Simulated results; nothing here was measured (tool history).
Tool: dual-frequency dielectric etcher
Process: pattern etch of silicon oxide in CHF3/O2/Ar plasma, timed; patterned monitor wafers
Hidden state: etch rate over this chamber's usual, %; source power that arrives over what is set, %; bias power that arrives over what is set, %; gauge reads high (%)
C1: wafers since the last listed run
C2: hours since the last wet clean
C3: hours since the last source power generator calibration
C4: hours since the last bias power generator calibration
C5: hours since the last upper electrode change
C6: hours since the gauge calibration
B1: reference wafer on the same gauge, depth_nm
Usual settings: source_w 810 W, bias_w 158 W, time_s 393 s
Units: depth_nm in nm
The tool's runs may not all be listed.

run 1 hour=0 | source_w=810 bias_w=186 time_s=393 | C1=0 C2=356 C3=4503.1 C4=1104.4 C5=4405.9 C6=504.4 | B1=739.2 | depth_nm=857
-- hour=32 wet clean of the chamber
run 2 hour=52.5 | source_w=810 bias_w=186 time_s=393 | C1=152 C2=20.5 C3=4555.6 C4=1156.9 C5=4458.4 C6=556.9 | B1=740.7 | depth_nm=878.9
run 3 hour=256 | source_w=810 bias_w=186 time_s=393 | C1=1087 C2=224 C3=4759.1 C4=1360.4 C5=4661.9 C6=760.4 | B1=740.3 | depth_nm=866.2
run 4 hour=432.1 | source_w=810 bias_w=158 time_s=354 | C1=940 C2=400.1 C3=4935.2 C4=1536.5 C5=4838 C6=936.5 | B1=740.8 | depth_nm=741.8
-- hour=476.4 wet clean of the chamber
run 5 hour=506.5 | source_w=810 bias_w=158 time_s=354 | C1=269 C2=30.1 C3=5009.6 C4=1610.9 C5=4912.4 C6=1010.9 | B1=740.1 | depth_nm=759.5
run 6 hour=533.3 | source_w=810 bias_w=158 time_s=354 | C1=143 C2=56.9 C3=5036.4 C4=1637.7 C5=4939.2 C6=1037.7 | B1=739.9 | depth_nm=759.5
-- hour=564.4 source power generator calibrated
run 7 hour=564.9 | source_w=660 bias_w=169 time_s=393 | C1=147 C2=88.5 C3=0.5 C4=1669.3 C5=4970.8 C6=1069.3 | B1=739.2 | depth_nm=781.5
run 8 hour=607.8 | source_w=660 bias_w=169 time_s=393 | C1=229 C2=131.4 C3=43.4 C4=1712.2 C5=5013.7 C6=1112.2 | B1=739.8 | depth_nm=782
-- hour=655.1 bias power generator calibrated
run 9 hour=678.7 | source_w=660 bias_w=169 time_s=393 | C1=357 C2=202.3 C3=114.3 C4=23.6 C5=5084.6 C6=1183.1 | B1=739.8 | depth_nm=774.9
run 10 hour=731.7 | source_w=810 bias_w=158 time_s=393 | C1=283 C2=255.3 C3=167.3 C4=76.6 C5=5137.6 C6=1236.1 | B1=739.9 | depth_nm=829.3
run 11 hour=829.7 | source_w=810 bias_w=158 time_s=393 | C1=523 C2=353.3 C3=265.3 C4=174.6 C5=5235.6 C6=1334.1 | B1=739.7 | depth_nm=828.5
-- hour=888.1 wet clean of the chamber
run 12 hour=888.6 | source_w=810 bias_w=158 time_s=393 | C1=186 C2=0.5 C3=324.2 C4=233.5 C5=5294.5 C6=1393 | B1=740.4 | depth_nm=843.4
run 13 hour=934.7 | source_w=810 bias_w=158 time_s=393 | C1=246 C2=46.6 C3=370.3 C4=279.6 C5=5340.6 C6=1439.1 | B1=740.6 | depth_nm=833.8
run 14 hour=965.3 | source_w=810 bias_w=158 time_s=354 | C1=163 C2=77.2 C3=400.9 C4=310.2 C5=5371.2 C6=1469.7 | B1=739.9 | depth_nm=759.4
run 15 hour=1004.4 | source_w=810 bias_w=130 time_s=499.5 | C1=208 C2=116.3 C3=440 C4=349.3 C5=5410.3 C6=1508.8 | B1=739.9 | depth_nm=1015.2
run 16 hour=1070.4 | source_w=810 bias_w=158 time_s=393 | C1=352 C2=182.3 C3=506 C4=415.3 C5=5476.3 C6=1574.8 | B1=740.7 | depth_nm=828.4
run 17 hour=1114.6 | source_w=970 bias_w=185 time_s=469.5 | C1=236 C2=226.5 C3=550.2 C4=459.5 C5=5520.5 C6=1619 | B1=739.7 | depth_nm=1115.8
run 18 hour=1150.8 | source_w=930 bias_w=125 time_s=349 | C1=193 C2=262.7 C3=586.4 C4=495.7 C5=5556.7 C6=1655.2 | B1=739.8 | depth_nm=742.9
-- hour=1162.8 gauge calibrated
run 19 hour=1222.1 | source_w=700 bias_w=192 time_s=426.5 | C1=380 C2=334 C3=657.7 C4=567 C5=5628 C6=59.3 | B1=739.6 | depth_nm=880.9
-- hour=1262.3 wet clean of the chamber
run 20 hour=1276.2 | source_w=810 bias_w=141 time_s=393 | C1=160 C2=13.9 C3=711.8 C4=621.1 C5=5682.1 C6=113.4 | B1=739.8 | depth_nm=817.1
run 21 hour=1306.8 | source_w=940 bias_w=158 time_s=393 | C1=163 C2=44.5 C3=742.4 C4=651.7 C5=5712.7 C6=144 | B1=739.4 | depth_nm=900.6
-- hour=1451.2 upper electrode replaced
run 22 hour=1488.3 | source_w=990 bias_w=132 time_s=393 | C1=841 C2=226 C3=923.9 C4=833.2 C5=37.1 C6=325.5 | B1=739.3 | depth_nm=859.5
run 23 hour=1532.8 | source_w=980 bias_w=188 time_s=508 | C1=237 C2=270.5 C3=968.4 C4=877.7 C5=81.6 C6=370 | B1=740.3 | depth_nm=1215.4
-- hour=1606 wet clean of the chamber
run 24 hour=1606.5 | source_w=810 bias_w=178 time_s=276.5 | C1=265 C2=0.5 C3=1042.1 C4=951.4 C5=155.3 C6=443.7 | B1=739.9 | depth_nm=606.4
run 25 hour=1607.5 | source_w=810 bias_w=158 time_s=320.5 | C1=5 C2=1.5 C3=1043.1 C4=952.4 C5=156.3 C6=444.7 | B1=739.6 | depth_nm=684
run 26 hour=1814.5 | source_w=810 bias_w=158 time_s=393 | C1=1105 C2=208.5 C3=1250.1 C4=1159.4 C5=363.3 C6=651.7 | B1=739.7 | depth_nm=835.9
run 27 hour=1852.2 | source_w=810 bias_w=158 time_s=393 | C1=201 C2=246.2 C3=1287.8 C4=1197.1 C5=401 C6=689.4 | B1=740.8 | depth_nm=825.2

3 ways to go on from here, each from the tool as it stands after run 27. What would each give?
run A hour=1852.7 | source_w=810 bias_w=158 time_s=393 | C1=2 C2=246.7 C3=1288.3 C4=1197.6 C5=401.5 C6=689.9 | B1=? | depth_nm=?
run B hour=1852.7 | source_w=700 bias_w=181 time_s=329 | C1=2 C2=246.7 C3=1288.3 C4=1197.6 C5=401.5 C6=689.9 | B1=? | depth_nm=?
run C hour=1852.7 | source_w=730 bias_w=146 time_s=434.5 | C1=2 C2=246.7 C3=1288.3 C4=1197.6 C5=401.5 C6=689.9 | B1=? | depth_nm=?

run=A B1=739.7 depth_nm=832.9
run=B B1=739.7 depth_nm=677.6
run=C B1=739.7 depth_nm=862.8
Without the tool's hidden state the same runs would have given:
run=A depth_nm=844.6
run=B depth_nm=687.1
run=C depth_nm=874.9
